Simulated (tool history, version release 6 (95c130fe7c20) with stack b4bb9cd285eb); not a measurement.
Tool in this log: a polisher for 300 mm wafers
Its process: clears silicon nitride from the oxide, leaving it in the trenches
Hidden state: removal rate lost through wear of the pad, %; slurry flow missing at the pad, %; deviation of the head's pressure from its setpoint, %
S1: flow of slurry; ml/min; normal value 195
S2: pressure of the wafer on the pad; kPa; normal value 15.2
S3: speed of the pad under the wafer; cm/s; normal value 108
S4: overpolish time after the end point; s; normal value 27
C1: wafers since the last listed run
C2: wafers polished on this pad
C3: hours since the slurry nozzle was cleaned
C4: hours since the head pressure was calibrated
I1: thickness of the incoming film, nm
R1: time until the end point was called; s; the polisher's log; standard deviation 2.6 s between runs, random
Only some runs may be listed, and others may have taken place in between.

run   hour   S1    S2   S3  S4   C1    C2     C3     C4    I1     R1
  1    0.0  195  15.2  108  27    0   265  204.1  416.5  79.8  144.5
  2   21.6  195  15.2  108  27  108   373  225.7  438.1  78.9  145.8
  3   37.7  195  19.3  108  21   80   453  241.8  454.2  79.2  116.4
  4   64.6  195  15.2  108  27  134   588  268.7  481.1  80.3  153.7
  5   94.2  195  15.2  108  27  148   736  298.3  510.7  80.8  148.5
     101.9  -- slurry nozzle cleaned
  6  107.0  195  15.2  108  27   59   795    5.1  523.5  78.4  149.5
  7  153.1  155  15.2   84  27  230  1026   51.2  569.6  80.4  205.0
  8  174.7  155  15.2   84  27  108  1134   72.8  591.2  80.3  202.7
  9  190.1  155  15.2   84  27   77  1211   88.2  606.6  80.9  206.4
 10  222.3  195  15.2  108  27  161  1372  120.4  638.8  80.4  159.1
     232.0  -- worn pad replaced by a new one
 11  255.2  195  15.2  108  27  144   116  153.3  671.7  80.1  137.7
 12  284.0  195  15.2  108  27  144   260  182.1  700.5  80.2  143.7
 13  298.9  195  15.2  108  27   74   335  197.0  715.4  81.6  145.2
     336.1  -- head pressure recalibrated
 14  336.6  195  15.2  108  27  178   513  234.7    0.5  80.0  146.6
 15  352.6  230  18.6  130  42   80   593  250.7   16.5  80.2  102.2
 16  366.3  195  15.2  108  27   68   662  264.4   30.2  79.3  148.1
 17  384.7  195  15.2  108  27   92   754  282.8   48.6  80.1  155.4
     480.7  -- worn pad replaced by a new one
 18  481.2  195  15.2  108  27  463     2  379.3  145.1  79.9  132.5
     482.6  -- slurry nozzle cleaned
 19  503.8  155  15.2  108  14  108   110   21.2  167.7  78.9  140.9
 20  525.0  130  15.2  138  27  106   216   42.4  188.9  79.8  119.8
 21  554.0  195  15.2  126  21  145   361   71.4  217.9  79.0  125.1
 22  588.6  150  15.2  108  27  173   535  106.0  252.5  80.2  149.5
 23  610.8  195  11.7  108  27  111   646  128.2  274.7  79.8  181.2
 24  646.7  240  15.2  108  27  179   825  164.1  310.6  80.1  152.0
 25  659.8  260  11.7  118  12   65   891  177.2  323.7  80.7  162.0
 26  673.6  145  15.2  140  27   69   960  191.0  337.5  79.0  121.2
 27  706.0  195  15.2  108  27  162  1122  223.4  369.9  81.6  160.3
 28  728.9  175  15.2  108  40  114  1237  246.3  392.8  80.3  159.8

What would each run have given without the hidden state, its run-to-run variation left as it was?
run     R1
  1  134.3
  2  133.4
  3  105.4
  4  137.3
  5  131.2
  6  131.6
  7  178.6
  8  176.0
  9  178.9
 10  137.4
 11  133.2
 12  135.3
 13  135.1
 14  133.5
 15   92.4
 16  133.2
 17  138.9
 18  130.4
 19  135.0
 20  112.4
 21  114.8
 22  134.5
 23  161.5
 24  134.0
 25  142.3
 26  106.1
 27  139.6
 28  138.8

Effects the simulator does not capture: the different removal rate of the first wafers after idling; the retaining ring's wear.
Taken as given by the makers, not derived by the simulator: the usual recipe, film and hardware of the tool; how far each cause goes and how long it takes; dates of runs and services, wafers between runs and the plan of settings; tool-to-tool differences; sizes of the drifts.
